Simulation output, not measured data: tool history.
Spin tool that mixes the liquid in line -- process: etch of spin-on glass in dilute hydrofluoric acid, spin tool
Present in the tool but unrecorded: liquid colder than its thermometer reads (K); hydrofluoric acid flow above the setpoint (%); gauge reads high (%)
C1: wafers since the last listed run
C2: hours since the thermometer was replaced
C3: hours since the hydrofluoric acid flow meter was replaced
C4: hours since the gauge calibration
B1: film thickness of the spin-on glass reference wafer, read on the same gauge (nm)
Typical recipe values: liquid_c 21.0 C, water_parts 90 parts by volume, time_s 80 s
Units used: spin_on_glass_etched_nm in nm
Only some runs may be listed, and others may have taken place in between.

run 1 hour=0.0 | liquid_c=21.0 water_parts=90 time_s=80 | C1=0 C2=2202.5 C3=804.6 C4=1224.7 | B1=29.99 | spin_on_glass_etched_nm=52.07
run 2 hour=88.2 | liquid_c=21.0 water_parts=90 time_s=80 | C1=1293 C2=2290.7 C3=892.8 C4=1312.9 | B1=30.02 | spin_on_glass_etched_nm=52.00
run 3 hour=192.5 | liquid_c=21.0 water_parts=90 time_s=80 | C1=1529 C2=2395.0 C3=997.1 C4=1417.2 | B1=29.99 | spin_on_glass_etched_nm=50.87
run 4 hour=295.2 | liquid_c=21.0 water_parts=90 time_s=80 | C1=1506 C2=2497.7 C3=1099.8 C4=1519.9 | B1=29.99 | spin_on_glass_etched_nm=51.89
-- hour=326.5 thermometer replaced
run 5 hour=478.3 | liquid_c=21.0 water_parts=90 time_s=80 | C1=2670 C2=151.8 C3=1282.9 C4=1703.0 | B1=30.01 | spin_on_glass_etched_nm=49.29
run 6 hour=565.6 | liquid_c=21.0 water_parts=90 time_s=80 | C1=1280 C2=239.1 C3=1370.2 C4=1790.3 | B1=30.01 | spin_on_glass_etched_nm=49.48
run 7 hour=629.1 | liquid_c=21.0 water_parts=90 time_s=80 | C1=931 C2=302.6 C3=1433.7 C4=1853.8 | B1=30.00 | spin_on_glass_etched_nm=49.23
run 8 hour=721.2 | liquid_c=21.0 water_parts=90 time_s=80 | C1=1350 C2=394.7 C3=1525.8 C4=1945.9 | B1=29.98 | spin_on_glass_etched_nm=48.20
run 9 hour=821.8 | liquid_c=21.0 water_parts=60 time_s=80 | C1=1475 C2=495.3 C3=1626.4 C4=2046.5 | B1=30.00 | spin_on_glass_etched_nm=74.89
run 10 hour=922.2 | liquid_c=21.0 water_parts=90 time_s=80 | C1=1472 C2=595.7 C3=1726.8 C4=2146.9 | B1=30.01 | spin_on_glass_etched_nm=48.45
run 11 hour=985.8 | liquid_c=21.0 water_parts=90 time_s=80 | C1=932 C2=659.3 C3=1790.4 C4=2210.5 | B1=30.01 | spin_on_glass_etched_nm=47.83
-- hour=1063.3 thermometer replaced, repeated, since the last time left the tool worse
run 12 hour=1086.3 | liquid_c=23.0 water_parts=90 time_s=80 | C1=1459 C2=23.0 C3=1890.9 C4=2311.0 | B1=30.01 | spin_on_glass_etched_nm=59.35
run 13 hour=1138.9 | liquid_c=19.5 water_parts=55 time_s=65 | C1=771 C2=75.6 C3=1943.5 C4=2363.6 | B1=30.00 | spin_on_glass_etched_nm=71.46
run 14 hour=1235.8 | liquid_c=21.0 water_parts=90 time_s=80 | C1=1421 C2=172.5 C3=2040.4 C4=2460.5 | B1=30.00 | spin_on_glass_etched_nm=53.29
run 15 hour=1276.0 | liquid_c=24.0 water_parts=125 time_s=105 | C1=589 C2=212.7 C3=2080.6 C4=2500.7 | B1=30.00 | spin_on_glass_etched_nm=55.42
run 16 hour=1376.3 | liquid_c=25.0 water_parts=90 time_s=80 | C1=1470 C2=313.0 C3=2180.9 C4=2601.0 | B1=30.00 | spin_on_glass_etched_nm=63.64
run 17 hour=1457.6 | liquid_c=21.0 water_parts=90 time_s=80 | C1=1192 C2=394.3 C3=2262.2 C4=2682.3 | B1=30.00 | spin_on_glass_etched_nm=54.37
run 18 hour=1497.8 | liquid_c=26.0 water_parts=90 time_s=80 | C1=589 C2=434.5 C3=2302.4 C4=2722.5 | B1=29.99 | spin_on_glass_etched_nm=65.79
run 19 hour=1562.8 | liquid_c=18.5 water_parts=90 time_s=80 | C1=953 C2=499.5 C3=2367.4 C4=2787.5 | B1=30.00 | spin_on_glass_etched_nm=48.79
run 20 hour=1645.4 | liquid_c=25.5 water_parts=55 time_s=40 | C1=1211 C2=582.1 C3=2450.0 C4=2870.1 | B1=30.00 | spin_on_glass_etched_nm=55.68
-- hour=1729.7 hydrofluoric acid flow meter replaced
run 21 hour=1739.4 | liquid_c=18.0 water_parts=90 time_s=110 | C1=1363 C2=676.1 C3=9.7 C4=2964.1 | B1=30.00 | spin_on_glass_etched_nm=66.88
run 22 hour=1809.4 | liquid_c=21.0 water_parts=90 time_s=80 | C1=1026 C2=746.1 C3=79.7 C4=3034.1 | B1=30.00 | spin_on_glass_etched_nm=54.02
-- hour=1840.8 gauge calibrated
run 23 hour=1896.8 | liquid_c=24.0 water_parts=90 time_s=80 | C1=1281 C2=833.5 C3=167.1 C4=56.0 | B1=30.02 | spin_on_glass_etched_nm=60.27
run 24 hour=1982.5 | liquid_c=17.0 water_parts=115 time_s=110 | C1=1256 C2=919.2 C3=252.8 C4=141.7 | B1=30.00 | spin_on_glass_etched_nm=46.86
run 25 hour=2022.9 | liquid_c=21.0 water_parts=90 time_s=80 | C1=592 C2=959.6 C3=293.2 C4=182.1 | B1=30.01 | spin_on_glass_etched_nm=53.77
run 26 hour=2080.4 | liquid_c=19.0 water_parts=110 time_s=100 | C1=843 C2=1017.1 C3=350.7 C4=239.6 | B1=30.01 | spin_on_glass_etched_nm=49.43
run 27 hour=2180.7 | liquid_c=21.0 water_parts=50 time_s=80 | C1=1470 C2=1117.4 C3=451.0 C4=339.9 | B1=29.99 | spin_on_glass_etched_nm=100.38
run 28 hour=2222.9 | liquid_c=21.0 water_parts=90 time_s=45 | C1=618 C2=1159.6 C3=493.2 C4=382.1 | B1=29.99 | spin_on_glass_etched_nm=30.39
run 29 hour=2269.2 | liquid_c=21.0 water_parts=90 time_s=80 | C1=679 C2=1205.9 C3=539.5 C4=428.4 | B1=30.00 | spin_on_glass_etched_nm=53.64
run 30 hour=2349.7 | liquid_c=19.0 water_parts=90 time_s=80 | C1=1180 C2=1286.4 C3=620.0 C4=508.9 | B1=29.99 | spin_on_glass_etched_nm=48.25
run 31 hour=2436.7 | liquid_c=19.0 water_parts=75 time_s=40 | C1=1275 C2=1373.4 C3=707.0 C4=595.9 | B1=30.00 | spin_on_glass_etched_nm=29.86
run 32 hour=2522.9 | liquid_c=21.0 water_parts=120 time_s=65 | C1=1264 C2=1459.6 C3=793.2 C4=682.1 | B1=30.00 | spin_on_glass_etched_nm=30.94
run 33 hour=2597.5 | liquid_c=18.0 water_parts=90 time_s=65 | C1=1094 C2=1534.2 C3=867.8 C4=756.7 | B1=29.99 | spin_on_glass_etched_nm=37.71
run 34 hour=2666.9 | liquid_c=21.0 water_parts=90 time_s=80 | C1=1017 C2=1603.6 C3=937.2 C4=826.1 | B1=30.00 | spin_on_glass_etched_nm=51.99

4 ways to go on from here, each from the tool as it stands after run 34. What would each give?
run A hour=2667.3 | liquid_c=21.0 water_parts=105 time_s=80 | C1=5 C2=1604.0 C3=937.6 C4=826.5 | B1=? | spin_on_glass_etched_nm=?
run B hour=2667.3 | liquid_c=23.0 water_parts=100 time_s=45 | C1=5 C2=1604.0 C3=937.6 C4=826.5 | B1=? | spin_on_glass_etched_nm=?
run C hour=2667.3 | liquid_c=21.0 water_parts=90 time_s=115 | C1=5 C2=1604.0 C3=937.6 C4=826.5 | B1=? | spin_on_glass_etched_nm=?
run D hour=2667.3 | liquid_c=21.0 water_parts=80 time_s=80 | C1=5 C2=1604.0 C3=937.6 C4=826.5 | B1=? | spin_on_glass_etched_nm=?

run=A B1=30.00 spin_on_glass_etched_nm=44.43
run=B B1=30.00 spin_on_glass_etched_nm=28.63
run=C B1=30.00 spin_on_glass_etched_nm=75.78
run=D B1=30.00 spin_on_glass_etched_nm=59.98
Without the tool's hidden state the same runs would have given:
run=A spin_on_glass_etched_nm=46.51
run=B spin_on_glass_etched_nm=29.95
run=C spin_on_glass_etched_nm=79.35
run=D spin_on_glass_etched_nm=62.83

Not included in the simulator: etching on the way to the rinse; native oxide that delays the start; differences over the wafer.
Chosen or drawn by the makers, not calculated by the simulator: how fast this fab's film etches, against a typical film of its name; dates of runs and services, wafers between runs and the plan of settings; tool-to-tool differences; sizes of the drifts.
